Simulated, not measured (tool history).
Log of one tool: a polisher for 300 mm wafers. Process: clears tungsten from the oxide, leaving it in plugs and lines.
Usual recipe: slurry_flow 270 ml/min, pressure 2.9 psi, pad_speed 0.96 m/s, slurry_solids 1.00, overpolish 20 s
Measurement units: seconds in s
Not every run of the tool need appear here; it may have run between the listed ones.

run   hour  slurry_flow  pressure  pad_speed  slurry_solids  overpolish  incoming thickness of the incoming film, nm  seconds
  1    0.0          270       2.9       0.96           1.15          25                                        394.5    108.6
  2   28.9          270       2.9       0.96           0.85          20                                        394.9    119.7
  3   63.7          270       2.9       0.96           0.85          20                                        396.7    126.5
      87.0  -- head pressure recalibrated
  4   93.4          270       2.9       1.04           1.00          12                                        401.1    112.0
  5  110.0          270       2.1       1.24           0.80          10                                        396.4    125.5
  6  124.2          270       2.9       0.96           1.00          20                                        402.4    127.5
     156.9  -- worn pad replaced by a new one, of another model than before
  7  157.2          225       2.9       1.18           1.00          15                                        402.0    119.9
  8  174.8          270       2.3       0.96           1.00          20                                        403.0    159.9
     195.0  -- slurry blender recalibrated
  9  196.4          300       2.9       1.16           1.00          15                                        401.9    115.4
     197.6  -- slurry nozzle cleaned
     207.8  -- slurry tank refilled with fresh slurry and peroxide
 10  215.9          340       2.9       0.96           1.00          20                                        403.9    116.6
 11  247.9          365       2.9       0.74           1.00          17                                        399.0    128.9
 12  263.2          270       2.9       0.96           1.00          20                                        400.2    118.9
 13  285.1          270       3.8       0.96           1.00          20                                        398.8     92.7
 14  302.7          270       2.9       0.96           1.00          20                                        402.7    123.0
 15  332.2          270       2.9       0.64           0.70          20                                        402.9    160.4
 16  346.0          270       2.9       0.96           1.00          20                                        398.4    123.0
 17  361.1          270       2.9       0.96           1.00          20                                        394.8    123.9
     395.1  -- worn pad replaced by a new one
 18  418.8          270       2.9       1.30           1.00          20                                        406.1    114.9
     423.4  -- slurry nozzle cleaned
 19  433.0          195       2.9       0.96           0.75          20                                        408.5    160.3
     453.2  -- slurry tank refilled with fresh slurry and peroxide
 20  456.4          335       2.0       1.26           0.90          20                                        405.1    149.0
     458.6  -- slurry blender recalibrated
 21  475.3          270       2.9       0.96           1.00          20                                        401.3    120.6
 22  505.7          270       2.3       1.08           1.20          13                                        400.4    136.6
 23  518.2          225       2.9       0.96           1.00          20                                        402.5    125.9
 24  543.9          270       2.4       0.96           0.85          23                                        400.3    149.5
 25  578.4          270       2.9       0.96           0.85          25                                        399.5    127.2
     594.0  -- worn pad replaced by a new one
 26  600.4          195       2.9       0.96           1.00          17                                        396.9    136.4
 27  617.8          270       2.9       0.64           1.00          20                                        405.0    158.7

Per-run results on a tool with no hidden state, each run keeping its own random variation:
Hidden state present: removal rate lost through wear of the pad, %; slurry flow missing at the pad, %; deviation of the head's pressure from its setpoint, %; abrasive missing from the slurry, %; peroxide lost from the slurry, %.
run  seconds
  1    107.7
  2    117.1
  3    121.6
  4    106.0
  5    117.8
  6    118.6
  7    109.5
  8    144.4
  9    102.8
 10    115.4
 11    125.7
 12    115.0
 13     88.8
 14    116.7
 15    149.7
 16    113.9
 17    113.7
 18    101.7
 19    140.5
 20    147.4
 21    118.2
 22    131.9
 23    120.8
 24    141.5
 25    118.1
 26    125.1
 27    144.0
